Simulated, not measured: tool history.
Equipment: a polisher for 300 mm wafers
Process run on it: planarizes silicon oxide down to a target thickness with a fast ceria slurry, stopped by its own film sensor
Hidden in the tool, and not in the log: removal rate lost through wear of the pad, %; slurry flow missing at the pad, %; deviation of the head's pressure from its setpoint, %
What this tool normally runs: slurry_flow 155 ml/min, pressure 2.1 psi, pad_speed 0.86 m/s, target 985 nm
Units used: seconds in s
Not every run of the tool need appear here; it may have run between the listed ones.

| run | hour | slurry_flow | pressure | pad_speed | target | wafers since the last listed run | wafers polished on this pad | hours since the slurry nozzle was cleaned | hours since the head pressure was calibrated | incoming thickness of the incoming film, nm | seconds |
|---|---|---|---|---|---|---|---|---|---|---|---|
| 1 | 0.0 | 155 | 2.1 | 0.86 | 985 | 0 | 1239 | 41.3 | 734.9 | 1763.5 | 80.7 |
| 2 | 32.5 | 155 | 2.1 | 0.86 | 985 | 315 | 1555 | 73.8 | 767.4 | 1799.4 | 84.7 |
|  | 40.7 | worn pad replaced by a new one |
| 3 | 52.2 | 155 | 2.1 | 0.86 | 985 | 152 | 111 | 93.5 | 787.1 | 1748.2 | 79.9 |
| 4 | 69.0 | 155 | 2.1 | 0.86 | 985 | 163 | 275 | 110.3 | 803.9 | 1765.0 | 81.4 |
| 5 | 95.9 | 155 | 2.1 | 0.86 | 985 | 261 | 536 | 137.2 | 830.8 | 1729.9 | 78.2 |
| 6 | 115.5 | 155 | 2.1 | 0.86 | 985 | 190 | 727 | 156.8 | 850.4 | 1777.7 | 83.7 |
| 7 | 127.7 | 155 | 2.1 | 0.86 | 985 | 118 | 845 | 169.0 | 862.6 | 1751.2 | 79.8 |
| 8 | 158.0 | 155 | 2.1 | 0.86 | 985 | 294 | 1140 | 199.3 | 892.9 | 1756.5 | 81.7 |
| 9 | 189.4 | 120 | 2.1 | 0.86 | 985 | 305 | 1445 | 230.7 | 924.3 | 1763.3 | 88.3 |
| 10 | 211.7 | 155 | 2.1 | 0.86 | 985 | 216 | 1662 | 253.0 | 946.6 | 1743.3 | 82.2 |
|  | 220.7 | worn pad replaced by a new one |
| 11 | 234.1 | 155 | 2.1 | 0.86 | 985 | 178 | 129 | 275.4 | 969.0 | 1800.5 | 87.9 |
| 12 | 248.6 | 155 | 2.1 | 0.86 | 985 | 140 | 270 | 289.9 | 983.5 | 1780.1 | 85.8 |
| 13 | 266.2 | 155 | 1.9 | 0.86 | 985 | 171 | 441 | 307.5 | 1001.1 | 1765.4 | 92.0 |
| 14 | 281.4 | 155 | 1.9 | 0.86 | 985 | 147 | 589 | 322.7 | 1016.3 | 1760.5 | 93.3 |
|  | 287.6 | slurry nozzle cleaned |
|  | 296.1 | head pressure recalibrated |
| 15 | 298.2 | 155 | 1.9 | 0.86 | 985 | 134 | 723 | 10.6 | 2.1 | 1766.2 | 85.9 |
| 16 | 329.2 | 155 | 2.1 | 0.86 | 985 | 301 | 1025 | 41.6 | 33.1 | 1756.7 | 80.6 |
| 17 | 363.8 | 155 | 2.1 | 0.86 | 985 | 336 | 1361 | 76.2 | 67.7 | 1733.0 | 78.4 |
|  | 393.5 | worn pad replaced by a new one |
| 18 | 394.1 | 155 | 2.1 | 0.86 | 985 | 255 | 5 | 106.5 | 98.0 | 1765.4 | 81.0 |
| 19 | 419.0 | 155 | 1.9 | 0.86 | 985 | 242 | 247 | 131.4 | 122.9 | 1755.9 | 87.8 |
| 20 | 454.2 | 155 | 2.1 | 0.86 | 985 | 342 | 589 | 166.6 | 158.1 | 1731.4 | 78.9 |
| 21 | 484.4 | 155 | 2.1 | 0.72 | 787 | 293 | 883 | 196.8 | 188.3 | 1781.2 | 126.4 |
| 22 | 519.1 | 155 | 2.1 | 0.64 | 985 | 337 | 1220 | 231.5 | 223.0 | 1785.1 | 117.0 |
| 23 | 532.3 | 155 | 1.5 | 0.94 | 1142 | 128 | 1348 | 244.7 | 236.2 | 1795.4 | 79.8 |
|  | 540.4 | worn pad replaced by a new one |
| 24 | 553.2 | 190 | 1.7 | 0.86 | 890 | 164 | 124 | 265.6 | 257.1 | 1771.6 | 106.1 |
| 25 | 566.1 | 155 | 2.8 | 0.76 | 1110 | 125 | 250 | 278.5 | 270.0 | 1793.0 | 68.9 |
| 26 | 601.5 | 155 | 2.8 | 1.12 | 985 | 344 | 594 | 313.9 | 305.4 | 1747.3 | 52.5 |
| 27 | 616.5 | 155 | 2.1 | 0.86 | 985 | 145 | 739 | 328.9 | 320.4 | 1754.8 | 85.7 |
|  | 639.4 | slurry nozzle cleaned |
| 28 | 640.2 | 155 | 2.1 | 0.86 | 985 | 220 | 960 | 0.8 | 344.1 | 1731.6 | 77.7 |
| 29 | 671.0 | 155 | 2.1 | 0.86 | 985 | 299 | 1259 | 31.6 | 374.9 | 1769.4 | 82.6 |
| 30 | 700.6 | 190 | 2.4 | 0.86 | 1099 | 287 | 1547 | 61.2 | 404.5 | 1750.6 | 59.9 |
| 31 | 715.8 | 155 | 2.1 | 0.86 | 985 | 147 | 1695 | 76.4 | 419.7 | 1787.5 | 84.9 |
|  | 727.5 | worn pad replaced by a new one |
| 32 | 734.6 | 155 | 2.7 | 0.86 | 776 | 143 | 68 | 95.2 | 438.5 | 1726.5 | 82.6 |
| 33 | 757.7 | 155 | 1.9 | 0.86 | 985 | 224 | 293 | 118.3 | 461.6 | 1741.7 | 84.7 |
| 34 | 779.9 | 105 | 2.1 | 0.94 | 1125 | 215 | 508 | 140.5 | 483.8 | 1792.0 | 69.4 |
| 35 | 799.9 | 205 | 1.6 | 0.86 | 1198 | 194 | 703 | 160.5 | 503.8 | 1767.6 | 69.3 |
| 36 | 829.7 | 140 | 2.1 | 0.86 | 858 | 289 | 992 | 190.3 | 533.6 | 1789.4 | 100.6 |

Selected run-to-run steps in seconds, each split into two signed amounts: the part the tool would show with no hidden state at all (from settings, incoming material and random variation), and the remainder, which goes to the hidden state together with any gauge scatter not common to the measured and the hidden-state-free results:
Run 14 -> 15: slurry nozzle cleaned, head pressure recalibrated. seconds -7.4 s: hidden state -5.8, all else -1.6.
Run 20 -> 21: pad_speed 0.86 -> 0.72, target 985 -> 787. seconds +47.5 s: hidden state +1.7, all else +45.8.
Run 22 -> 23: pressure 2.1 -> 1.5, pad_speed 0.64 -> 0.94, target 985 -> 1142. seconds -37.2 s: hidden state -0.9, all else -36.3.
Run 24 -> 25: slurry_flow 190 -> 155, pressure 1.7 -> 2.8, pad_speed 0.86 -> 0.76, target 890 -> 1110. seconds -37.2 s: hidden state -0.6, all else -36.6.
Run 26 -> 27: pressure 2.8 -> 2.1, pad_speed 1.12 -> 0.86. seconds +33.2 s: hidden state +3.0, all else +30.2.
Run 27 -> 28: slurry nozzle cleaned. seconds -8.0 s: hidden state -6.3, all else -1.7.
